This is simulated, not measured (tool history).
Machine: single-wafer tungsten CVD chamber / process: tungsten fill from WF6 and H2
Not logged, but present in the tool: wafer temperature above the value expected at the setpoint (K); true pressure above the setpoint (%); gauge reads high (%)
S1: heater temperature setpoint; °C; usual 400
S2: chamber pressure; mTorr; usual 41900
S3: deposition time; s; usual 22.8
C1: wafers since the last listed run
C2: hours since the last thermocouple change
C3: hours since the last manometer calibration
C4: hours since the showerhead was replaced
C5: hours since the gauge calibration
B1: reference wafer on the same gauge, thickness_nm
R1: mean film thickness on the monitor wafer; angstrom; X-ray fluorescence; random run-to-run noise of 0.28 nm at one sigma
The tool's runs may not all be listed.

run,hour,S1,S2,S3,C1,C2,C3,C4,C5,B1,R1
1,0,400,41900,22.8,0,1304.6,2292.5,5105.5,173.7,63.487,715.64
2,38.1,400,41900,22.8,678,1342.7,2330.6,5143.6,211.8,63.493,715.87
3,69.8,400,41900,22.8,564,1374.4,2362.3,5175.3,243.5,63.439,718.14
4,135.2,400,41900,22.8,1163,1439.8,2427.7,5240.7,308.9,63.481,711.55
5,169.5,400,41900,22.8,610,1474.1,2462,5275,343.2,63.557,712.25
6,216.4,400,41900,25.1,834,1521,2508.9,5321.9,390.1,63.534,781.29
7,255.3,400,37600,22.8,692,1559.9,2547.8,5360.8,429,63.505,679.37
# hour 305.1: thermocouple changed; heater temperature recalibrated
8,326.1,400,37600,22.8,1117,21,2618.6,5431.6,499.8,63.518,633.63
# hour 341.4: gauge calibrated
9,388.6,400,41900,22.8,1112,83.5,2681.1,5494.1,47.2,63.515,661.49
# hour 421.5: showerhead replaced
10,454.5,400,31500,22.8,1030,149.4,2747,33,113.1,63.541,603.85
# hour 475.9: thermocouple changed; heater temperature recalibrated, repeated, since the last time left the tool worse
11,504.9,389,45400,22.8,754,29,2797.4,83.4,163.5,63.487,647.75
12,568.6,400,41900,22.8,1133,92.7,2861.1,147.1,227.2,63.508,753.2
# hour 610.9: capacitance manometer re-zeroed and calibrated
13,625.6,392,41900,22.8,872,149.7,14.7,204.1,284.2,63.515,660.08
14,677.3,400,37300,19.5,920,201.4,66.4,255.8,335.9,63.461,615.5
15,701.8,400,41900,22.8,436,225.9,90.9,280.3,360.4,63.504,754.69
16,751.2,413,36500,21.3,879,275.3,140.3,329.7,409.8,63.552,817.12
17,806.7,400,41900,18.4,987,330.8,195.8,385.2,465.3,63.445,606
18,834.1,400,37600,22.8,487,358.2,223.2,412.6,492.7,63.53,721.87
# hour 889.5: gauge calibrated
19,891.7,400,37600,22.8,1025,415.8,280.8,470.2,2.2,63.543,730.25

Take each entry between the runs: how does the hidden state at the last listed run before it differ from the hidden state at the first listed run after it?
Run 7 -> run 8: thermocouple changed; heater temperature recalibrated (hour 305.1)
  wafer temperature above the value expected at the setpoint (K): -3.69 -> -7.76
  measured less the result without the state, R1: -42.33 -> -86.43 angstrom
Run 8 -> run 9: gauge calibrated (hour 341.4)
  wafer temperature above the value expected at the setpoint (K): -7.76 -> -7.77
  measured less the result without the state, R1: -86.43 -> -90.36 angstrom
Run 9 -> run 10: showerhead replaced (hour 421.5)
  wafer temperature above the value expected at the setpoint (K): -7.77 -> -7.79
  measured less the result without the state, R1: -90.36 -> -82.72 angstrom
Run 10 -> run 11: thermocouple changed; heater temperature recalibrated, repeated, since the last time left the tool worse (hour 475.9)
  wafer temperature above the value expected at the setpoint (K): -7.79 -> 0.393
  measured less the result without the state, R1: -82.72 -> +4.25 angstrom
Run 12 -> run 13: capacitance manometer re-zeroed and calibrated (hour 610.9)
  wafer temperature above the value expected at the setpoint (K): 0.382 -> 0.363
  measured less the result without the state, R1: +4.51 -> +3.97 angstrom
Run 18 -> run 19: gauge calibrated (hour 889.5)
  wafer temperature above the value expected at the setpoint (K): 0.216 -> 0.154
  measured less the result without the state, R1: +2.45 -> +1.76 angstrom
